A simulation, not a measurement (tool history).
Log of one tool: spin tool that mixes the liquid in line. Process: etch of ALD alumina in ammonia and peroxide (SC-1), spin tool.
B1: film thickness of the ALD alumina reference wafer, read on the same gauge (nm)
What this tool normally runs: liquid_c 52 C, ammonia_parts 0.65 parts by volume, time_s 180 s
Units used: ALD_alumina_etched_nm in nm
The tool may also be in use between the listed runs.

{"run": 1, "day": 0.0, "liquid_c": 52, "ammonia_parts": 0.65, "time_s": 180, "B1": 80, "ALD_alumina_etched_nm": 9.73}
{"run": 2, "day": 1.167, "liquid_c": 52, "ammonia_parts": 0.65, "time_s": 180, "B1": 80.02, "ALD_alumina_etched_nm": 9.74}
{"run": 3, "day": 3.125, "liquid_c": 52, "ammonia_parts": 0.65, "time_s": 180, "B1": 79.99, "ALD_alumina_etched_nm": 9.7}
{"run": 4, "day": 4.3, "liquid_c": 52, "ammonia_parts": 0.45, "time_s": 285, "B1": 80.03, "ALD_alumina_etched_nm": 14.7}
{"run": 5, "day": 6.125, "liquid_c": 52, "ammonia_parts": 0.85, "time_s": 135, "B1": 79.95, "ALD_alumina_etched_nm": 7.47}
{"run": 6, "day": 7.346, "liquid_c": 56.5, "ammonia_parts": 0.65, "time_s": 180, "B1": 79.96, "ALD_alumina_etched_nm": 12.23}
{"day": 8.958, "done": "new drum of ammonia solution connected"}
{"day": 9.746, "done": "gauge calibrated"}
{"run": 7, "day": 10.167, "liquid_c": 60, "ammonia_parts": 0.45, "time_s": 180, "B1": 79.97, "ALD_alumina_etched_nm": 14.16}
{"run": 8, "day": 11.725, "liquid_c": 59, "ammonia_parts": 0.65, "time_s": 90, "B1": 79.97, "ALD_alumina_etched_nm": 7}
{"run": 9, "day": 13.517, "liquid_c": 44.5, "ammonia_parts": 0.65, "time_s": 180, "B1": 79.97, "ALD_alumina_etched_nm": 6.29}
{"run": 10, "day": 14.917, "liquid_c": 52, "ammonia_parts": 0.65, "time_s": 180, "B1": 80.05, "ALD_alumina_etched_nm": 9.55}
{"run": 11, "day": 16.696, "liquid_c": 56.5, "ammonia_parts": 0.9, "time_s": 150, "B1": 79.97, "ALD_alumina_etched_nm": 10.55}
{"run": 12, "day": 19.246, "liquid_c": 57, "ammonia_parts": 0.65, "time_s": 215, "B1": 80.01, "ALD_alumina_etched_nm": 14.85}
{"run": 13, "day": 20.446, "liquid_c": 54.5, "ammonia_parts": 0.5, "time_s": 95, "B1": 79.96, "ALD_alumina_etched_nm": 5.57}
{"run": 14, "day": 21.825, "liquid_c": 52, "ammonia_parts": 0.65, "time_s": 230, "B1": 79.99, "ALD_alumina_etched_nm": 12.18}
{"run": 15, "day": 23.671, "liquid_c": 44, "ammonia_parts": 0.65, "time_s": 180, "B1": 79.98, "ALD_alumina_etched_nm": 6.01}
{"run": 16, "day": 24.979, "liquid_c": 57.5, "ammonia_parts": 0.65, "time_s": 210, "B1": 80, "ALD_alumina_etched_nm": 14.85}
{"run": 17, "day": 27.925, "liquid_c": 47.5, "ammonia_parts": 0.65, "time_s": 180, "B1": 79.97, "ALD_alumina_etched_nm": 7.28}
{"day": 29.083, "done": "new drum of ammonia solution connected"}
{"run": 18, "day": 30.279, "liquid_c": 55, "ammonia_parts": 0.4, "time_s": 95, "B1": 80.02, "ALD_alumina_etched_nm": 5.56}
{"run": 19, "day": 32.271, "liquid_c": 52, "ammonia_parts": 0.65, "time_s": 180, "B1": 79.99, "ALD_alumina_etched_nm": 9.34}
{"run": 20, "day": 35.142, "liquid_c": 52, "ammonia_parts": 0.65, "time_s": 130, "B1": 79.98, "ALD_alumina_etched_nm": 6.72}
{"run": 21, "day": 37.588, "liquid_c": 52, "ammonia_parts": 0.65, "time_s": 180, "B1": 79.98, "ALD_alumina_etched_nm": 9.21}
{"run": 22, "day": 39.296, "liquid_c": 62, "ammonia_parts": 0.65, "time_s": 180, "B1": 79.97, "ALD_alumina_etched_nm": 15.66}
{"run": 23, "day": 41.204, "liquid_c": 58.5, "ammonia_parts": 0.65, "time_s": 220, "B1": 80.02, "ALD_alumina_etched_nm": 15.99}
{"day": 41.658, "done": "ammonia flow meter replaced"}
{"run": 24, "day": 42.362, "liquid_c": 52, "ammonia_parts": 0.65, "time_s": 110, "B1": 80, "ALD_alumina_etched_nm": 5.54}
{"run": 25, "day": 45.242, "liquid_c": 48, "ammonia_parts": 0.45, "time_s": 260, "B1": 79.98, "ALD_alumina_etched_nm": 10.27}

Alternative continuations, all from the tool just after run 25; predict every row:
{"run": "A", "day": 45.262, "liquid_c": 52, "ammonia_parts": 0.65, "time_s": 180, "B1": "?", "ALD_alumina_etched_nm": "?"}
{"run": "B", "day": 45.262, "liquid_c": 52, "ammonia_parts": 0.5, "time_s": 115, "B1": "?", "ALD_alumina_etched_nm": "?"}
{"run": "C", "day": 45.262, "liquid_c": 45, "ammonia_parts": 0.5, "time_s": 125, "B1": "?", "ALD_alumina_etched_nm": "?"}
{"run": "D", "day": 45.262, "liquid_c": 47, "ammonia_parts": 0.8, "time_s": 95, "B1": "?", "ALD_alumina_etched_nm": "?"}

run=A B1=79.98 ALD_alumina_etched_nm=9.17
run=B B1=79.98 ALD_alumina_etched_nm=5.72
run=C B1=79.98 ALD_alumina_etched_nm=4.19
run=D B1=79.98 ALD_alumina_etched_nm=3.73
Take away the tool's hidden state, keep each run's random variation, and the runs would have read:
run=A ALD_alumina_etched_nm=10.15
run=B ALD_alumina_etched_nm=6.33
run=C ALD_alumina_etched_nm=4.66
run=D ALD_alumina_etched_nm=4.15

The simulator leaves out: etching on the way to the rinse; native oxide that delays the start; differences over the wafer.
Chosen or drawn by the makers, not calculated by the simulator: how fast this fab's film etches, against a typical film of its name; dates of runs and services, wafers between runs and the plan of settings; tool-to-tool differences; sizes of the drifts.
